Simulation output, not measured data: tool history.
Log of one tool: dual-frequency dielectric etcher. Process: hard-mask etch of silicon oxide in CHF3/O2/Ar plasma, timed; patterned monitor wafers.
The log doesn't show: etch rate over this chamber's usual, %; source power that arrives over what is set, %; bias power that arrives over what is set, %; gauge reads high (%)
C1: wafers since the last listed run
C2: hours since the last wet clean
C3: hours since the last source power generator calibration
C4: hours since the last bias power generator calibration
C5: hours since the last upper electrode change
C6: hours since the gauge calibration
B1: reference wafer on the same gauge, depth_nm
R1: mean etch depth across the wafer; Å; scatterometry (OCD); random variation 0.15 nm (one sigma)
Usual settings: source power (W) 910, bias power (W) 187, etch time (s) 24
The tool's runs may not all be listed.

{"run": 1, "hour": 0.0, "source power (W)": 910, "bias power (W)": 205, "etch time (s)": 24, "C1": 0, "C2": 355.1, "C3": 1612.8, "C4": 3672.1, "C5": 5149.9, "C6": 217.2, "B1": 46, "R1": 507}
{"run": 2, "hour": 28.6, "source power (W)": 910, "bias power (W)": 172, "etch time (s)": 24, "C1": 436, "C2": 383.7, "C3": 1641.4, "C4": 3700.7, "C5": 5178.5, "C6": 245.8, "B1": 46, "R1": 489}
{"run": 3, "hour": 79.8, "source power (W)": 910, "bias power (W)": 172, "etch time (s)": 24, "C1": 781, "C2": 434.9, "C3": 1692.6, "C4": 3751.9, "C5": 5229.7, "C6": 297, "B1": 46.1, "R1": 488}
{"run": 4, "hour": 150.9, "source power (W)": 910, "bias power (W)": 172, "etch time (s)": 24, "C1": 1085, "C2": 506, "C3": 1763.7, "C4": 3823, "C5": 5300.8, "C6": 368.1, "B1": 46, "R1": 487}
{"run": 5, "hour": 214.6, "source power (W)": 910, "bias power (W)": 187, "etch time (s)": 24, "C1": 972, "C2": 569.7, "C3": 1827.4, "C4": 3886.7, "C5": 5364.5, "C6": 431.8, "B1": 46, "R1": 496}
{"hour": 259.3, "done": "wet clean of the chamber"}
{"run": 6, "hour": 266.0, "source power (W)": 910, "bias power (W)": 187, "etch time (s)": 24, "C1": 418, "C2": 6.7, "C3": 1878.8, "C4": 3938.1, "C5": 5415.9, "C6": 483.2, "B1": 46.1, "R1": 482}
{"hour": 281.0, "done": "source power generator calibrated"}
{"run": 7, "hour": 300.6, "source power (W)": 910, "bias power (W)": 187, "etch time (s)": 24, "C1": 467, "C2": 41.3, "C3": 19.6, "C4": 3972.7, "C5": 5450.5, "C6": 517.8, "B1": 46, "R1": 481}
{"run": 8, "hour": 331.6, "source power (W)": 910, "bias power (W)": 187, "etch time (s)": 24, "C1": 473, "C2": 72.3, "C3": 50.6, "C4": 4003.7, "C5": 5481.5, "C6": 548.8, "B1": 46, "R1": 481}
{"hour": 351.0, "done": "gauge calibrated"}
{"hour": 362.1, "done": "wet clean of the chamber, repeated, since the last time left the tool worse"}
{"hour": 396.0, "done": "upper electrode replaced"}
{"run": 9, "hour": 445.9, "source power (W)": 1040, "bias power (W)": 211, "etch time (s)": 24, "C1": 1011, "C2": 83.8, "C3": 164.9, "C4": 4118, "C5": 49.9, "C6": 94.9, "B1": 46.1, "R1": 538}
{"run": 10, "hour": 479.2, "source power (W)": 910, "bias power (W)": 226, "etch time (s)": 24, "C1": 508, "C2": 117.1, "C3": 198.2, "C4": 4151.3, "C5": 83.2, "C6": 128.2, "B1": 46, "R1": 519}
{"run": 11, "hour": 505.4, "source power (W)": 830, "bias power (W)": 187, "etch time (s)": 20, "C1": 399, "C2": 143.3, "C3": 224.4, "C4": 4177.5, "C5": 109.4, "C6": 154.4, "B1": 46, "R1": 405}
{"hour": 528.9, "done": "bias power generator calibrated"}
{"run": 12, "hour": 544.3, "source power (W)": 790, "bias power (W)": 162, "etch time (s)": 28.5, "C1": 532, "C2": 182.2, "C3": 263.3, "C4": 15.4, "C5": 148.3, "C6": 193.3, "B1": 46, "R1": 551}
{"run": 13, "hour": 609.3, "source power (W)": 1030, "bias power (W)": 202, "etch time (s)": 24, "C1": 992, "C2": 247.2, "C3": 328.3, "C4": 80.4, "C5": 213.3, "C6": 258.3, "B1": 46, "R1": 534}
{"run": 14, "hour": 670.8, "source power (W)": 910, "bias power (W)": 187, "etch time (s)": 24, "C1": 938, "C2": 308.7, "C3": 389.8, "C4": 141.9, "C5": 274.8, "C6": 319.8, "B1": 46, "R1": 496}

Forecast each of these 4 alternatives for the next run:
{"run": "A", "hour": 671.2, "source power (W)": 910, "bias power (W)": 187, "etch time (s)": 24, "C1": 6, "C2": 309.1, "C3": 390.2, "C4": 142.3, "C5": 275.2, "C6": 320.2, "B1": "?", "R1": "?"}
{"run": "B", "hour": 671.2, "source power (W)": 990, "bias power (W)": 164, "etch time (s)": 17.5, "C1": 6, "C2": 309.1, "C3": 390.2, "C4": 142.3, "C5": 275.2, "C6": 320.2, "B1": "?", "R1": "?"}
{"run": "C", "hour": 671.2, "source power (W)": 990, "bias power (W)": 187, "etch time (s)": 26.5, "C1": 6, "C2": 309.1, "C3": 390.2, "C4": 142.3, "C5": 275.2, "C6": 320.2, "B1": "?", "R1": "?"}
{"run": "D", "hour": 671.2, "source power (W)": 910, "bias power (W)": 227, "etch time (s)": 26.5, "C1": 6, "C2": 309.1, "C3": 390.2, "C4": 142.3, "C5": 275.2, "C6": 320.2, "B1": "?", "R1": "?"}

run=A B1=46 R1=495
run=B B1=46 R1=364
run=C B1=46 R1=565
run=D B1=46 R1=568
Without the tool's hidden state the same runs would have given:
run=A R1=503
run=B R1=370
run=C R1=573
run=D R1=577
